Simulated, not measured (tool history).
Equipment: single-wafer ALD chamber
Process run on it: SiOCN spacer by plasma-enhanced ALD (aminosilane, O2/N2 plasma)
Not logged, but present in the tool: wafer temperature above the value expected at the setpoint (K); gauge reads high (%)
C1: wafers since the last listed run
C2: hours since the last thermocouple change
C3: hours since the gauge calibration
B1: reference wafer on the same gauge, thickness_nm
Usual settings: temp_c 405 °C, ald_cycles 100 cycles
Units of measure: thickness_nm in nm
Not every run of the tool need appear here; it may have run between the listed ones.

{"run": 1, "hour": 0.0, "temp_c": 405, "ald_cycles": 100, "C1": 0, "C2": 593.0, "C3": 624.1, "B1": 7.387, "thickness_nm": 6.453}
{"run": 2, "hour": 85.4, "temp_c": 405, "ald_cycles": 100, "C1": 203, "C2": 678.4, "C3": 709.5, "B1": 7.372, "thickness_nm": 6.366}
{"run": 3, "hour": 150.3, "temp_c": 405, "ald_cycles": 100, "C1": 154, "C2": 743.3, "C3": 774.4, "B1": 7.359, "thickness_nm": 6.398}
{"run": 4, "hour": 199.9, "temp_c": 405, "ald_cycles": 100, "C1": 118, "C2": 792.9, "C3": 824.0, "B1": 7.353, "thickness_nm": 6.373}
{"run": 5, "hour": 269.6, "temp_c": 405, "ald_cycles": 100, "C1": 166, "C2": 862.6, "C3": 893.7, "B1": 7.34, "thickness_nm": 6.411}
{"run": 6, "hour": 537.8, "temp_c": 405, "ald_cycles": 100, "C1": 640, "C2": 1130.8, "C3": 1161.9, "B1": 7.302, "thickness_nm": 6.314}
{"run": 7, "hour": 579.6, "temp_c": 405, "ald_cycles": 100, "C1": 99, "C2": 1172.6, "C3": 1203.7, "B1": 7.291, "thickness_nm": 6.339}
{"run": 8, "hour": 673.2, "temp_c": 405, "ald_cycles": 100, "C1": 223, "C2": 1266.2, "C3": 1297.3, "B1": 7.282, "thickness_nm": 6.344}
{"run": 9, "hour": 740.5, "temp_c": 405, "ald_cycles": 100, "C1": 160, "C2": 1333.5, "C3": 1364.6, "B1": 7.271, "thickness_nm": 6.319}
{"run": 10, "hour": 791.2, "temp_c": 405, "ald_cycles": 100, "C1": 120, "C2": 1384.2, "C3": 1415.3, "B1": 7.272, "thickness_nm": 6.337}
{"run": 11, "hour": 1036.5, "temp_c": 405, "ald_cycles": 100, "C1": 585, "C2": 1629.5, "C3": 1660.6, "B1": 7.224, "thickness_nm": 6.252}
{"hour": 1051.8, "done": "thermocouple changed; heater temperature recalibrated"}
{"run": 12, "hour": 1100.9, "temp_c": 405, "ald_cycles": 91, "C1": 134, "C2": 49.1, "C3": 1725.0, "B1": 7.201, "thickness_nm": 5.688}
{"run": 13, "hour": 1183.3, "temp_c": 418, "ald_cycles": 80, "C1": 196, "C2": 131.5, "C3": 1807.4, "B1": 7.185, "thickness_nm": 4.833}
{"hour": 1225.3, "done": "gauge calibrated"}
{"run": 14, "hour": 1268.7, "temp_c": 400, "ald_cycles": 85, "C1": 203, "C2": 216.9, "C3": 43.4, "B1": 7.528, "thickness_nm": 5.671}
{"run": 15, "hour": 1340.5, "temp_c": 391, "ald_cycles": 87, "C1": 171, "C2": 288.7, "C3": 115.2, "B1": 7.526, "thickness_nm": 5.797}
{"run": 16, "hour": 1384.0, "temp_c": 405, "ald_cycles": 100, "C1": 103, "C2": 332.2, "C3": 158.7, "B1": 7.526, "thickness_nm": 6.586}
{"run": 17, "hour": 1476.9, "temp_c": 393, "ald_cycles": 89, "C1": 221, "C2": 425.1, "C3": 251.6, "B1": 7.507, "thickness_nm": 5.881}
{"run": 18, "hour": 1547.5, "temp_c": 417, "ald_cycles": 112, "C1": 168, "C2": 495.7, "C3": 322.2, "B1": 7.489, "thickness_nm": 7.015}
{"run": 19, "hour": 1645.0, "temp_c": 417, "ald_cycles": 90, "C1": 232, "C2": 593.2, "C3": 419.7, "B1": 7.468, "thickness_nm": 5.644}
{"run": 20, "hour": 1682.3, "temp_c": 405, "ald_cycles": 111, "C1": 89, "C2": 630.5, "C3": 457.0, "B1": 7.469, "thickness_nm": 7.185}
{"run": 21, "hour": 1730.9, "temp_c": 399, "ald_cycles": 118, "C1": 115, "C2": 679.1, "C3": 505.6, "B1": 7.463, "thickness_nm": 7.753}
{"run": 22, "hour": 1815.6, "temp_c": 401, "ald_cycles": 84, "C1": 202, "C2": 763.8, "C3": 590.3, "B1": 7.457, "thickness_nm": 5.469}
{"run": 23, "hour": 1870.4, "temp_c": 405, "ald_cycles": 100, "C1": 130, "C2": 818.6, "C3": 645.1, "B1": 7.437, "thickness_nm": 6.437}
{"run": 24, "hour": 1906.4, "temp_c": 395, "ald_cycles": 91, "C1": 85, "C2": 854.6, "C3": 681.1, "B1": 7.44, "thickness_nm": 5.963}

A few steps of thickness_nm between consecutive runs. Split each: what settings, incoming material and random variation would produce without the hidden state, and what is left over for the hidden state, along with gauge scatter present in only one of the two compared results (measured, and without hidden state):
Run 5 -> 6: no setting changed, nothing entered. thickness_nm -0.097 nm: hidden state -0.037, all else -0.060.
Run 13 -> 14: temp_c 418 -> 400, ald_cycles 80 -> 85, gauge calibrated. thickness_nm +0.838 nm: hidden state +0.235, all else +0.603.
Run 19 -> 20: temp_c 417 -> 405, ald_cycles 90 -> 111. thickness_nm +1.541 nm: hidden state -0.011, all else +1.552.
Run 21 -> 22: temp_c 399 -> 401, ald_cycles 118 -> 84. thickness_nm -2.284 nm: hidden state +0.001, all else -2.285.
